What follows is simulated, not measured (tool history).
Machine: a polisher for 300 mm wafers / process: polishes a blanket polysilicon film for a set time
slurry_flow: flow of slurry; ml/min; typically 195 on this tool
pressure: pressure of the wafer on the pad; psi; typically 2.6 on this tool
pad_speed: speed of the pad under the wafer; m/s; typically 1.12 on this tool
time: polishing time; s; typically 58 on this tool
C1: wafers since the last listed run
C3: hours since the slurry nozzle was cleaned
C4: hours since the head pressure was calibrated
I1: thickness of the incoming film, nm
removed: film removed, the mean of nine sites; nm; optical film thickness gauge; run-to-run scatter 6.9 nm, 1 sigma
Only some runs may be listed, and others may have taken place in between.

run 1 hour=0.0 | slurry_flow=195 pressure=2.6 pad_speed=1.12 time=58 | C1=0 wafers_polished_on_this_pad=4053 C3=368.3 C4=629.7 | I1=1458.7 | removed=484.9
-- hour=91.8 worn pad replaced by a new one
-- hour=174.2 slurry nozzle cleaned
run 2 hour=218.8 | slurry_flow=195 pressure=2.6 pad_speed=1.12 time=58 | C1=2240 wafers_polished_on_this_pad=1320 C3=44.6 C4=848.5 | I1=1436.1 | removed=501.6
run 3 hour=272.7 | slurry_flow=195 pressure=2.6 pad_speed=1.12 time=58 | C1=564 wafers_polished_on_this_pad=1885 C3=98.5 C4=902.4 | I1=1443.9 | removed=495.0
run 4 hour=346.7 | slurry_flow=195 pressure=2.6 pad_speed=1.12 time=58 | C1=775 wafers_polished_on_this_pad=2661 C3=172.5 C4=976.4 | I1=1436.5 | removed=495.3
-- hour=390.8 head pressure recalibrated
run 5 hour=396.7 | slurry_flow=195 pressure=2.6 pad_speed=1.12 time=58 | C1=503 wafers_polished_on_this_pad=3164 C3=222.5 C4=5.9 | I1=1443.2 | removed=455.9
run 6 hour=452.0 | slurry_flow=195 pressure=2.6 pad_speed=1.12 time=58 | C1=579 wafers_polished_on_this_pad=3743 C3=277.8 C4=61.2 | I1=1420.7 | removed=454.1
run 7 hour=500.1 | slurry_flow=195 pressure=2.6 pad_speed=1.12 time=58 | C1=504 wafers_polished_on_this_pad=4247 C3=325.9 C4=109.3 | I1=1466.1 | removed=442.5
run 8 hour=587.2 | slurry_flow=195 pressure=2.6 pad_speed=1.12 time=58 | C1=912 wafers_polished_on_this_pad=5160 C3=413.0 C4=196.4 | I1=1449.0 | removed=450.8
-- hour=594.6 worn pad replaced by a new one
-- hour=654.8 slurry nozzle cleaned
run 9 hour=663.4 | slurry_flow=195 pressure=2.6 pad_speed=1.12 time=58 | C1=746 wafers_polished_on_this_pad=710 C3=8.6 C4=272.6 | I1=1437.4 | removed=460.5
run 10 hour=769.4 | slurry_flow=195 pressure=2.6 pad_speed=1.12 time=58 | C1=1110 wafers_polished_on_this_pad=1821 C3=114.6 C4=378.6 | I1=1438.2 | removed=454.6
run 11 hour=855.5 | slurry_flow=195 pressure=2.6 pad_speed=1.12 time=58 | C1=902 wafers_polished_on_this_pad=2724 C3=200.7 C4=464.7 | I1=1459.9 | removed=461.4
run 12 hour=898.1 | slurry_flow=195 pressure=2.6 pad_speed=1.12 time=58 | C1=446 wafers_polished_on_this_pad=3170 C3=243.3 C4=507.3 | I1=1430.3 | removed=462.2
run 13 hour=953.5 | slurry_flow=250 pressure=2.6 pad_speed=1.12 time=58 | C1=580 wafers_polished_on_this_pad=3751 C3=298.7 C4=562.7 | I1=1433.9 | removed=483.9
run 14 hour=1054.0 | slurry_flow=195 pressure=2.6 pad_speed=1.12 time=58 | C1=1053 wafers_polished_on_this_pad=4804 C3=399.2 C4=663.2 | I1=1453.5 | removed=473.0
-- hour=1092.5 worn pad replaced by a new one
run 15 hour=1149.2 | slurry_flow=195 pressure=2.6 pad_speed=1.12 time=58 | C1=955 wafers_polished_on_this_pad=593 C3=494.4 C4=758.4 | I1=1424.3 | removed=487.9
-- hour=1222.3 slurry nozzle cleaned
run 16 hour=1244.7 | slurry_flow=195 pressure=2.6 pad_speed=1.12 time=58 | C1=990 wafers_polished_on_this_pad=1584 C3=22.4 C4=853.9 | I1=1454.3 | removed=486.5
run 17 hour=1310.7 | slurry_flow=255 pressure=1.9 pad_speed=1.50 time=40 | C1=691 wafers_polished_on_this_pad=2275 C3=88.4 C4=919.9 | I1=1428.6 | removed=351.5
-- hour=1385.5 head pressure recalibrated
-- hour=1595.2 worn pad replaced by a new one
run 18 hour=1623.9 | slurry_flow=195 pressure=2.6 pad_speed=1.12 time=58 | C1=3219 wafers_polished_on_this_pad=301 C3=401.6 C4=238.4 | I1=1442.6 | removed=461.0
run 19 hour=1703.7 | slurry_flow=195 pressure=2.1 pad_speed=0.84 time=58 | C1=836 wafers_polished_on_this_pad=1137 C3=481.4 C4=318.2 | I1=1425.1 | removed=282.1
-- hour=1720.6 slurry nozzle cleaned
run 20 hour=1796.4 | slurry_flow=195 pressure=2.6 pad_speed=1.12 time=58 | C1=961 wafers_polished_on_this_pad=2098 C3=75.8 C4=410.9 | I1=1443.6 | removed=465.0
run 21 hour=1858.0 | slurry_flow=195 pressure=3.1 pad_speed=1.12 time=58 | C1=645 wafers_polished_on_this_pad=2743 C3=137.4 C4=472.5 | I1=1456.1 | removed=555.0
run 22 hour=1903.6 | slurry_flow=150 pressure=2.6 pad_speed=1.12 time=42 | C1=477 wafers_polished_on_this_pad=3221 C3=183.0 C4=518.1 | I1=1421.1 | removed=324.8
run 23 hour=1948.7 | slurry_flow=130 pressure=2.6 pad_speed=1.30 time=58 | C1=472 wafers_polished_on_this_pad=3694 C3=228.1 C4=563.2 | I1=1447.2 | removed=510.6
run 24 hour=2165.2 | slurry_flow=195 pressure=2.9 pad_speed=1.12 time=67 | C1=2268 wafers_polished_on_this_pad=5963 C3=444.6 C4=779.7 | I1=1438.0 | removed=637.5
-- hour=2228.1 worn pad replaced by a new one
run 25 hour=2269.6 | slurry_flow=195 pressure=2.6 pad_speed=1.12 time=58 | C1=1052 wafers_polished_on_this_pad=434 C3=549.0 C4=884.1 | I1=1444.9 | removed=481.7
-- hour=2311.4 slurry nozzle cleaned
run 26 hour=2369.4 | slurry_flow=195 pressure=2.1 pad_speed=1.46 time=40 | C1=1035 wafers_polished_on_this_pad=1469 C3=58.0 C4=983.9 | I1=1411.2 | removed=372.4
run 27 hour=2476.7 | slurry_flow=230 pressure=1.7 pad_speed=1.40 time=58 | C1=1124 wafers_polished_on_this_pad=2594 C3=165.3 C4=1091.2 | I1=1418.5 | removed=431.3
run 28 hour=2531.8 | slurry_flow=255 pressure=2.0 pad_speed=1.12 time=58 | C1=577 wafers_polished_on_this_pad=3171 C3=220.4 C4=1146.3 | I1=1457.5 | removed=407.5
-- hour=2599.8 head pressure recalibrated
run 29 hour=2627.6 | slurry_flow=195 pressure=2.6 pad_speed=1.12 time=44 | C1=983 wafers_polished_on_this_pad=4154 C3=316.2 C4=27.8 | I1=1448.4 | removed=347.1
run 30 hour=2673.9 | slurry_flow=195 pressure=2.6 pad_speed=1.12 time=58 | C1=485 wafers_polished_on_this_pad=4640 C3=362.5 C4=74.1 | I1=1450.5 | removed=469.0
run 31 hour=2711.4 | slurry_flow=255 pressure=2.3 pad_speed=1.32 time=58 | C1=392 wafers_polished_on_this_pad=5033 C3=400.0 C4=111.6 | I1=1461.4 | removed=494.3
-- hour=2749.5 worn pad replaced by a new one
run 32 hour=2817.3 | slurry_flow=165 pressure=1.9 pad_speed=1.12 time=58 | C1=1067 wafers_polished_on_this_pad=710 C3=505.9 C4=217.5 | I1=1444.7 | removed=336.3

Forecast each of these 5 alternatives for the next run:
run A hour=2817.7 | slurry_flow=230 pressure=2.6 pad_speed=1.12 time=58 | C1=4 wafers_polished_on_this_pad=714 C3=506.3 C4=217.9 | I1=1449.7 | removed=?
run B hour=2817.7 | slurry_flow=245 pressure=2.2 pad_speed=1.12 time=58 | C1=4 wafers_polished_on_this_pad=714 C3=506.3 C4=217.9 | I1=1449.7 | removed=?
run C hour=2817.7 | slurry_flow=130 pressure=3.4 pad_speed=1.46 time=58 | C1=4 wafers_polished_on_this_pad=714 C3=506.3 C4=217.9 | I1=1449.7 | removed=?
run D hour=2817.7 | slurry_flow=160 pressure=2.6 pad_speed=1.02 time=49 | C1=4 wafers_polished_on_this_pad=714 C3=506.3 C4=217.9 | I1=1449.7 | removed=?
run E hour=2817.7 | slurry_flow=195 pressure=2.0 pad_speed=1.26 time=58 | C1=4 wafers_polished_on_this_pad=714 C3=506.3 C4=217.9 | I1=1449.7 | removed=?

run=A removed=472.4
run=B removed=405.0
run=C removed=725.7
run=D removed=344.2
run=E removed=403.7
Without the tool's hidden state the same runs would have given:
run=A removed=471.2
run=B removed=404.0
run=C removed=723.8
run=D removed=343.4
run=E removed=402.7

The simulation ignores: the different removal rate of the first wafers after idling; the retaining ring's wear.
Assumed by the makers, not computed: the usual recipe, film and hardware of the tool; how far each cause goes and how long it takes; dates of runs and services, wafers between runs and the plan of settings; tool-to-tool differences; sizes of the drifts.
